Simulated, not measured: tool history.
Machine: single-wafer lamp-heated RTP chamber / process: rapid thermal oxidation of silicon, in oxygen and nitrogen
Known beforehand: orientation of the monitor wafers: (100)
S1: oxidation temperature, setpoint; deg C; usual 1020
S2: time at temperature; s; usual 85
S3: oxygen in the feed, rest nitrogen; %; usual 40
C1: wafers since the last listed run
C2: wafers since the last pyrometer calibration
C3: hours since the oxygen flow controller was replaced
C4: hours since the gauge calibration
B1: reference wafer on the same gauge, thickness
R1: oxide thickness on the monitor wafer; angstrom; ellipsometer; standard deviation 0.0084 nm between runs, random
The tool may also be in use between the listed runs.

run,hour,S1,S2,S3,C1,C2,C3,C4,B1,R1
1,0,1020,85,40,0,3119,3654.2,50.3,6.088,57.26
2,11.4,1020,85,31,94,3214,3665.6,61.7,6.09,52.43
3,27,1020,85,31,129,3343,3681.2,77.3,6.09,52.5
4,41.2,1020,60,40,117,3461,3695.4,91.5,6.09,49.04
5,58.2,1037,85,55,141,3602,3712.4,108.5,6.092,72.15
6,76.1,1037,85,55,148,3751,3730.3,126.4,6.088,72.07
# hour 122.1: oxygen flow controller replaced
7,122.6,1020,85,40,319,4071,0.5,172.9,6.09,57.4
8,130,1020,85,40,61,4132,7.9,180.3,6.088,57.14
9,141.9,1020,57,40,98,4231,19.8,192.2,6.089,48.17
# hour 156.2: pyrometer window cleaned and pyrometer calibrated
10,156.7,1020,85,40,56,4,34.6,207,6.089,56.3
11,168.5,1020,85,40,97,102,46.4,218.8,6.092,56.33
12,175.8,1020,85,40,60,162,53.7,226.1,6.09,56.29
13,183.2,1020,61,40,61,224,61.1,233.5,6.093,48.94
14,200.8,999,57,40,146,370,78.7,251.1,6.089,41.24
15,210,1020,120,60,76,446,87.9,260.3,6.091,76.2
# hour 220.7: gauge calibrated
16,225.7,1046,110,58,130,577,103.6,5,6.09,87.03
17,236.3,1020,85,56,88,665,114.2,15.6,6.091,63.82
18,253.4,1020,47,17,141,807,131.3,32.7,6.09,34.04
19,284.1,1020,85,40,254,1062,162,63.4,6.089,56.84
20,294.9,1020,85,40,89,1151,172.8,74.2,6.092,56.75
21,301.5,1020,85,40,54,1206,179.4,80.8,6.091,56.93
22,308.8,1020,85,40,60,1267,186.7,88.1,6.089,56.8
23,320.4,1035,109,40,96,1363,198.3,99.7,6.088,70.53
24,337.6,1049,85,40,142,1506,215.5,116.9,6.089,69.58
25,345,1020,118,24,61,1567,222.9,124.3,6.091,55.16
26,355.2,1045,85,53,84,1652,233.1,134.5,6.092,74.7
27,364.9,1020,85,19,80,1733,242.8,144.2,6.09,44.51

3 ways to go on from here, each from the tool as it stands after run 27. What would each give?
A,365.4,1020,85,40,4,1737,243.3,144.7,?,?
B,365.4,1006,61,40,4,1737,243.3,144.7,?,?
C,365.4,1020,113,40,4,1737,243.3,144.7,?,?

run,B1,R1
A,6.092,56.91
B,6.092,44.81
C,6.092,64.58
With the hidden condition removed and each run's random variation left untouched, the same runs would have given:
run,R1
A,56.12
B,44.21
C,63.67

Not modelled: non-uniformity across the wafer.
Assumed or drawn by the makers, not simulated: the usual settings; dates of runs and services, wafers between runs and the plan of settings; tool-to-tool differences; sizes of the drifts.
